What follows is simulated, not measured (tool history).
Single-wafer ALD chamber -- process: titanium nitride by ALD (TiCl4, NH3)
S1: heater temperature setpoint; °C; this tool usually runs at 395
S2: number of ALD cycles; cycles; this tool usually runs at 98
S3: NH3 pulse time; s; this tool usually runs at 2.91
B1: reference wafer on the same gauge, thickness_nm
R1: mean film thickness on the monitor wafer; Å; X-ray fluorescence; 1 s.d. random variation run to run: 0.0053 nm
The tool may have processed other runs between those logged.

run	hour	S1	S2	S3	B1	R1
1	0.0	395	98	2.91	2.409	21.26
2	6.3	395	98	2.10	2.409	21.13
3	23.7	395	98	2.10	2.409	21.10
4	33.1	395	98	2.10	2.412	21.13
5	50.0	395	98	2.91	2.409	21.27
6	60.0	395	98	2.91	2.408	21.33
7	77.3	395	98	2.91	2.409	21.28
8	88.8	400	98	2.91	2.406	21.34
9	95.6	395	106	2.91	2.411	23.06
# hour 105.2: gauge calibrated
10	110.2	395	106	2.91	2.412	23.15
# hour 118.7: showerhead replaced
11	135.2	395	98	2.09	2.408	21.16
12	150.9	395	98	2.91	2.409	21.31
13	162.2	404	98	3.75	2.407	21.54
14	173.8	400	110	3.24	2.411	24.17
# hour 189.5: thermocouple changed; heater temperature recalibrated
15	190.0	407	104	3.97	2.409	22.88
16	197.2	388	98	2.32	2.411	21.12
17	209.6	395	98	2.91	2.412	21.38
18	223.4	395	89	1.81	2.410	19.03
19	235.0	401	114	2.24	2.409	24.75
20	249.7	405	111	3.34	2.411	24.36

Alternative continuations, all from the tool just after run 20; predict every row:
# hour 250.1: gauge calibrated
A	250.3	386	98	2.91	?	?
# hour 250.1: gauge calibrated
B	250.3	383	85	2.91	?	?
# hour 250.1: gauge calibrated
C	250.3	401	82	2.02	?	?
# hour 250.1: gauge calibrated
D	250.3	395	98	2.57	?	?

run	B1	R1
A	2.411	21.23
B	2.411	18.38
C	2.411	17.73
D	2.411	21.26
What these runs would have given with no unlogged condition in the tool:
run	R1
A	21.23
B	18.38
C	17.73
D	21.26

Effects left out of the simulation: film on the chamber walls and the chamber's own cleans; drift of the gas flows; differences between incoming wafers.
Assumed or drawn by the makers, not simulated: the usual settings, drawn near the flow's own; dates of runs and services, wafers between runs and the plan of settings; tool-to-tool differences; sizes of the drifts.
